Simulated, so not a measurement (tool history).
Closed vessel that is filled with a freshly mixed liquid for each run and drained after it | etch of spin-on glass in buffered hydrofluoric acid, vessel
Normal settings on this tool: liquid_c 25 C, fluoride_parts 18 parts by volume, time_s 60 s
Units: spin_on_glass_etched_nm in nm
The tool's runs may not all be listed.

run   hour  liquid_c  fluoride_parts  time_s  wafers since the last listed run  hours since the thermometer was replaced  hours since the hydrofluoric acid flow meter was replaced  hours since the gauge calibration  read-back film thickness of the spin-on glass reference wafer, read on the same gauge (nm)  spin_on_glass_etched_nm
  1      0        25              18      35                                 0                                    2862.4                                                      746.8                              718.7                                                                                       29.99                    63.08
  2   14.2        25              18      35                              1697                                    2876.6                                                        761                              732.9                                                                                       29.99                    62.73
  3   30.4        25              18      60                              1936                                    2892.8                                                      777.2                              749.1                                                                                       30.02                   106.88
  4   58.2        25              18      60                              3323                                    2920.6                                                        805                              776.9                                                                                          30                   104.99
  5   71.9        25              18      60                              1637                                    2934.3                                                      818.7                              790.6                                                                                       30.03                   105.55
  6     90        25              18      60                              2163                                    2952.4                                                      836.8                              808.7                                                                                       30.01                   105.79
  7  120.1        25            12.5      60                              3598                                    2982.5                                                      866.9                              838.8                                                                                       29.99                    150.2
  8  132.4        25              18      60                              1470                                    2994.8                                                      879.2                              851.1                                                                                       30.02                   104.45
  9  149.1        25              18      60                              1996                                    3011.5                                                      895.9                              867.8                                                                                       30.02                   103.96
 10  181.5        25              18      60                              3873                                    3043.9                                                      928.3                              900.2                                                                                       29.98                    104.7
 11    210        25              18      60                              3406                                    3072.4                                                      956.8                              928.7                                                                                          30                    104.6
 12  234.4        27              24      40                              2916                                    3096.8                                                      981.2                              953.1                                                                                       30.02                    62.75
 13  284.5      28.5              23      35                              5988                                    3146.9                                                     1031.3                             1003.2                                                                                       30.01                    61.47
     308.9  -- gauge calibrated
 14  317.4        23              18      80                              3932                                    3179.8                                                     1064.2                                8.5                                                                                          30                   121.85
 15  348.1        25              18      30                              3669                                    3210.5                                                     1094.9                               39.2                                                                                       30.01                    51.46
 16    370        27            20.5      35                              2617                                    3232.4                                                     1116.8                               61.1                                                                                       29.94                    60.92
 17    382        25              18      60                              1434                                    3244.4                                                     1128.8                               73.1                                                                                       30.01                   103.06
 18    408      22.5              18      80                              3108                                    3270.4                                                     1154.8                               99.1                                                                                       30.02                   119.18
 19  437.8        28              16      80                              3562                                    3300.2                                                     1184.6                              128.9                                                                                       29.99                   180.87
     442.7  -- thermometer replaced
 20  461.3        25              18      60                              2689                                      18.6                                                     1208.1                              152.4                                                                                       29.99                   102.13
     479.5  -- hydrofluoric acid flow meter replaced
 21  486.9      23.5              21      75                              2940                                      44.2                                                        7.4                                178                                                                                       30.01                   113.76
 22  512.7        25              18      60                              3084                                        70                                                       33.2                              203.8                                                                                       30.02                   111.69
 23  526.1        25              18      60                              1601                                      83.4                                                       46.6                              217.2                                                                                          30                    112.3
 24  539.8        23              18      60                              1637                                      97.1                                                       60.3                              230.9                                                                                       30.01                    99.05
 25  559.1        25              18      60                              2307                                     116.4                                                       79.6                              250.2                                                                                       29.99                   113.19
 26  582.8        29            24.5      60                              2833                                     140.1                                                      103.3                              273.9                                                                                          30                   108.24
 27  597.5      23.5              15      60                              1757                                     154.8                                                        118                              288.6                                                                                       29.98                    123.9
 28  616.7        29              12      50                              2295                                       174                                                      137.2                              307.8                                                                                          30                   172.01
 29  650.6        28            11.5      90                              4052                                     207.9                                                      171.1                              341.7                                                                                       29.99                      303
 30  674.8        25              18      60                              2892                                     232.1                                                      195.3                              365.9                                                                                       29.97                   111.32
 31    707      27.5              18      60                              3849                                     264.3                                                      227.5                              398.1                                                                                       29.98                   126.94
 32  719.4      26.5              22      30                              1482                                     276.7                                                      239.9                              410.5                                                                                       30.01                    51.26

Pick out some run-to-run changes in spin_on_glass_etched_nm. Of each, how much would a tool without hidden state show as well, from the settings, what came in and chance, and how much is left for the hidden state and any gauge scatter not in both results compared?
Hidden state at play: liquid colder than its thermometer reads (K); hydrofluoric acid flow below the setpoint (%); gauge reads high (%).
Run 18 -> 19: liquid_c 22.5 -> 28, fluoride_parts 18 -> 16. spin_on_glass_etched_nm +61.69 nm: hidden state -9.59, all else +71.28.
Run 19 -> 20: liquid_c 28 -> 25, fluoride_parts 16 -> 18, time_s 80 -> 60, thermometer replaced. spin_on_glass_etched_nm -78.74 nm: hidden state +11.29, all else -90.03.
Run 20 -> 21: liquid_c 25 -> 23.5, fluoride_parts 18 -> 21, time_s 60 -> 75, hydrofluoric acid flow meter replaced. spin_on_glass_etched_nm +11.63 nm: hidden state +11.68, all else -0.05.
Run 28 -> 29: liquid_c 29 -> 28, fluoride_parts 12 -> 11.5, time_s 50 -> 90. spin_on_glass_etched_nm +130.99 nm: hidden state -5.35, all else +136.34.
Run 29 -> 30: liquid_c 28 -> 25, fluoride_parts 11.5 -> 18, time_s 90 -> 60. spin_on_glass_etched_nm -191.68 nm: hidden state +6.66, all else -198.34.
